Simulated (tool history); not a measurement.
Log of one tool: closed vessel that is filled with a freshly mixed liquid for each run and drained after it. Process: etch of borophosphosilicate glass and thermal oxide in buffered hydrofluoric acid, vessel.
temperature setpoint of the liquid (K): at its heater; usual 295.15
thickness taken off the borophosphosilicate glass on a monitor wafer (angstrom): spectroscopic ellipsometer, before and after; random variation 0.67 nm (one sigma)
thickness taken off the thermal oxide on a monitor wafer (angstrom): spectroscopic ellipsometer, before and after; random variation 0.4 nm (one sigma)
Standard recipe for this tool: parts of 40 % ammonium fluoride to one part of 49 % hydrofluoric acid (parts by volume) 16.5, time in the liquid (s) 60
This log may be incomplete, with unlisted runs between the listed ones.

run	hour	temperature setpoint of the liquid (K)	parts of 40 % ammonium fluoride to one part of 49 % hydrofluoric acid (parts by volume)	time in the liquid (s)	wafers since the last listed run	hours since the thermometer was replaced	hours since the hydrofluoric acid flow meter was replaced	hours since the gauge calibration	read-back film thickness of the borophosphosilicate glass reference wafer, read on the same gauge (nm)	read-back film thickness of the thermal oxide reference wafer, read on the same gauge (nm)	thickness taken off the borophosphosilicate glass on a monitor wafer (angstrom)	thickness taken off the thermal oxide on a monitor wafer (angstrom)
1	0	295.15	16.5	60	0	301.9	584.3	1296.9	60	50.01	1209	448.5
2	99.5	295.15	21	60	9007	401.4	683.8	1396.4	59.99	50	952	353.5
# hour 109.2: gauge calibrated
3	183.8	295.15	21	60	7631	485.7	768.1	74.6	59.99	49.99	965.8	356.1
4	230	295.15	21	60	4182	531.9	814.3	120.8	60	50	956.5	355.1
5	312.1	295.15	20.5	75	7432	614	896.4	202.9	60	50	1232.4	456.6
6	364.2	295.15	20.5	75	4716	666.1	948.5	255	60.01	49.99	1243.6	461.2
7	433.2	297.15	16.5	50	6246	735.1	1017.5	324	60	50.01	1146.9	431.3
# hour 475.5: hydrofluoric acid flow meter replaced
8	504	295.15	19	40	6319	805.9	28.5	394.8	60	50.01	753.8	275.2
9	568	295.15	16.5	60	5793	869.9	92.5	458.8	60	50	1292.7	479.6
10	673.7	297.65	19	60	9569	975.6	198.2	564.5	60	50	1299.9	476.3
11	734.7	295.15	16.5	60	5522	1036.6	259.2	625.5	59.99	50.01	1293.3	487.5
12	837	292.65	16.5	80	9261	1138.9	361.5	727.8	60	50.01	1503.1	561.4
13	891.5	297.65	18.5	30	4933	1193.4	416	782.3	59.99	50.01	669	245.3
# hour 950.2: hydrofluoric acid flow meter replaced, repeated, since the last time left the tool worse
# hour 954.9: thermometer replaced
14	987	298.15	16.5	60	8464	32.1	36.8	877.8	60.01	50	1391	505.7
15	1029.1	295.15	22.5	75	3811	74.2	78.9	919.9	60	50.02	1113.1	415.5
16	1077.1	295.15	16.5	45	4345	122.2	126.9	967.9	60.01	49.98	881.4	328.9
17	1142.9	295.15	20	30	5956	188	192.7	1033.7	60	50.02	490.1	181.3
18	1223.5	292.15	20	40	7296	268.6	273.3	1114.3	60	50.01	555.7	207.3
19	1279.8	295.15	16.5	60	5096	324.9	329.6	1170.6	60.01	49.99	1182.1	444.4
20	1344.5	298.65	16.5	75	5857	389.6	394.3	1235.3	59.99	50.01	1806.5	675.8
21	1396.1	292.65	16.5	60	4671	441.2	445.9	1286.9	59.98	50.01	1041.6	387.1
22	1438.6	292.15	20	70	3847	483.7	488.4	1329.4	60.01	49.98	983.9	359.6
# hour 1460.9: gauge calibrated
23	1492	295.15	16.5	75	4834	537.1	541.8	31.1	60.01	49.99	1516.2	549.1
24	1579.4	299.65	16.5	60	7912	624.5	629.2	118.5	59.99	50	1545.7	569.8

5 ways to go on from here, each from the tool as it stands after run 24. What would each give?
A	1580.1	295.15	16.5	60	63	625.2	629.9	119.2	?	?	?	?
B	1580.1	299.65	10.5	30	63	625.2	629.9	119.2	?	?	?	?
C	1580.1	295.15	16.5	90	63	625.2	629.9	119.2	?	?	?	?
D	1580.1	290.15	22.5	50	63	625.2	629.9	119.2	?	?	?	?
E	1580.1	290.65	19	90	63	625.2	629.9	119.2	?	?	?	?

run	read-back film thickness of the borophosphosilicate glass reference wafer, read on the same gauge (nm)	read-back film thickness of the thermal oxide reference wafer, read on the same gauge (nm)	thickness taken off the borophosphosilicate glass on a monitor wafer (angstrom)	thickness taken off the thermal oxide on a monitor wafer (angstrom)
A	59.99	49.99	1202.1	447.5
B	59.99	49.99	1195.2	444.9
C	59.99	49.99	1803.1	671.2
D	59.99	49.99	570.9	212.1
E	59.99	49.99	1221.1	453.5
What these runs would have given with no unlogged condition in the tool:
run	thickness taken off the borophosphosilicate glass on a monitor wafer (angstrom)	thickness taken off the thermal oxide on a monitor wafer (angstrom)
A	1156.5	430.6
B	1150.3	428.3
C	1734.7	645.8
D	555.6	206.4
E	1174.7	436.3
